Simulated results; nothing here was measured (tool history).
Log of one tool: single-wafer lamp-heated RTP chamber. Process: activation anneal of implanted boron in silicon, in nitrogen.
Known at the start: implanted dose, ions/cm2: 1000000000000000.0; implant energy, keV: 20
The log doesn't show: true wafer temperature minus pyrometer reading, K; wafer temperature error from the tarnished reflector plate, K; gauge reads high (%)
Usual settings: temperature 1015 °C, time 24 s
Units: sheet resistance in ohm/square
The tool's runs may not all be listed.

run	hour	temperature	time	wafers since the last listed run	wafers since the last pyrometer calibration	wafers since the reflector plate was cleaned	hours since the gauge calibration	read-back reference wafer on the same gauge, sheet resistance	sheet resistance
1	0	1015	18	0	5940	4089	605.2	99.88	121.76
2	7.7	1015	30	83	6023	4172	612.9	99.98	121.11
3	23.8	1015	24	173	6197	4345	629	99.87	121.4
4	32	1015	24	88	6285	4434	637.2	99.98	121.17
# hour 60.7: gauge calibrated
5	64.4	1015	24	349	6635	4783	3.7	99.86	121
6	82.3	1015	24	192	6828	4976	21.6	99.78	120.89
7	94	1015	24	126	6954	5102	33.3	99.98	121.25
8	101.9	1015	24	85	7039	5187	41.2	100.02	121
# hour 125.3: reflector plate cleaned
9	125.8	1015	24	171	7210	5	65.1	99.94	122.38
10	132.6	1032	24	73	7284	78	71.9	100.14	118.87
11	142.2	1032	24	103	7387	182	81.5	100.08	119.37
12	148.9	1015	24	72	7459	254	88.2	99.95	121.23
13	159.7	1015	24	116	7576	370	99	100.23	121.97
14	171	986	17	121	7698	492	110.3	99.97	131.02
15	179.4	1015	24	90	7788	583	118.7	99.79	122.67
16	190.8	1007	13	122	7911	706	130.1	99.75	123.21
17	207.1	1015	24	175	8087	882	146.4	100.19	121.54
18	234.4	987	13	294	8381	1176	173.7	99.88	132.33
19	244.8	1015	24	112	8493	1288	184.1	99.73	120.05
20	261	1015	35	174	8668	1463	200.3	99.87	120.62
21	271.3	1024	18	111	8779	1574	210.6	99.84	120.29
22	279.2	986	24	85	8864	1659	218.5	99.99	129.48
23	291.7	1015	24	134	8999	1794	231	100.14	121.05
24	308.6	1037	14	182	9181	1976	247.9	99.99	119.99
# hour 326.8: pyrometer window cleaned and pyrometer calibrated
25	327.3	1015	24	115	5	2091	266.6	99.9	121.57
26	334.1	991	32	73	78	2164	273.4	99.92	126.53
27	340.6	1023	16	70	148	2235	279.9	100.04	120.69
28	350.4	1015	24	105	254	2340	289.7	99.95	121.35
29	397.3	995	28	505	759	2846	336.6	100.22	125.06
30	409.5	1015	24	131	891	2977	348.8	99.89	121.32
31	423.7	993	15	153	1044	3130	363	100.22	127.86
32	434.2	1002	31	113	1157	3244	373.5	100.02	123.35
33	443.3	991	24	98	1255	3342	382.6	100.1	127.47
34	455.2	1015	36	128	1384	3470	394.5	100.07	120.6
35	466.1	1015	24	117	1501	3588	405.4	99.86	121.27
36	472.5	987	28	69	1570	3657	411.8	100.06	128.28

The tool's hidden state at each run:
true wafer temperature minus pyrometer reading, K: 0 in every run
wafer temperature error from the tarnished reflector plate, K: 0 in every run
gauge reads high (%): 0 in every run
